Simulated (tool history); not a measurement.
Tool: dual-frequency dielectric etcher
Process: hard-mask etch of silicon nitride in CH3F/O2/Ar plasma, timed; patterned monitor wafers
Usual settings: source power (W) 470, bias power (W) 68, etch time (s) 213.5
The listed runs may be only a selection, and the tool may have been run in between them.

run   hour  source power (W)  bias power (W)  etch time (s)  read-back reference wafer on the same gauge, depth_nm  mean etch depth across the wafer (nm)
  1    0.0               470              68          213.5                                                  129.8                                  158.1
  2   73.8               470              68          213.5                                                  129.5                                  157.9
  3  101.0               470              68          213.5                                                  129.4                                  157.4
  4  128.9               470              68          213.5                                                  129.2                                  158.1
  5  164.6               390              68          213.5                                                  129.2                                  147.0
  6  186.5               390              68          213.5                                                  129.2                                  147.0
  7  199.4               390              68          213.5                                                  129.1                                  147.1
  8  214.0               400              55          213.5                                                  128.9                                  138.1
  9  242.6               400              55          213.5                                                  128.9                                  138.6
     255.0  -- gauge calibrated
 10  262.8               520              68          213.5                                                  130.7                                  165.0
 11  306.3               470              68          213.5                                                  130.6                                  159.3
 12  330.5               470              53          195.5                                                  130.5                                  133.7
     358.1  -- bias power generator calibrated
     372.4  -- upper electrode replaced
 13  372.9               580              68          242.0                                                  130.4                                  195.0
 14  397.6               470              68          213.5                                                  130.3                                  158.7
 15  424.1               350              58          213.5                                                  130.3                                  135.4
 16  436.2               470              73          275.0                                                  130.2                                  209.1
 17  453.3               470              68          181.5                                                  130.2                                  134.4
     472.2  -- source power generator calibrated
     491.0  -- wet clean of the chamber
 18  491.5               400              58          153.5                                                  130.1                                  101.8
 19  501.1               470              68          265.5                                                  130.1                                  196.6
 20  597.2               350              58          213.5                                                  129.6                                  135.3
 21  616.7               580              80          213.5                                                  129.7                                  180.4
 22  633.8               470              68          251.0                                                  129.5                                  186.2
 23  656.5               580              54          182.0                                                  129.6                                  134.8

Branching from run 23: 3 alternative next runs. What would each branch give?
  A  657.0               470              68          213.5                                                      ?                                      ?
  B  657.0               470              61          213.5                                                      ?                                      ?
  C  657.0               420              68          213.5                                                      ?                                      ?

run  read-back reference wafer on the same gauge, depth_nm  mean etch depth across the wafer (nm)
  A                                                  129.5                                  157.4
  B                                                  129.5                                  151.8
  C                                                  129.5                                  151.1
With the hidden condition removed and each run's random variation left untouched, the same runs would have given:
run  mean etch depth across the wafer (nm)
  A                                  159.2
  B                                  153.5
  C                                  152.8
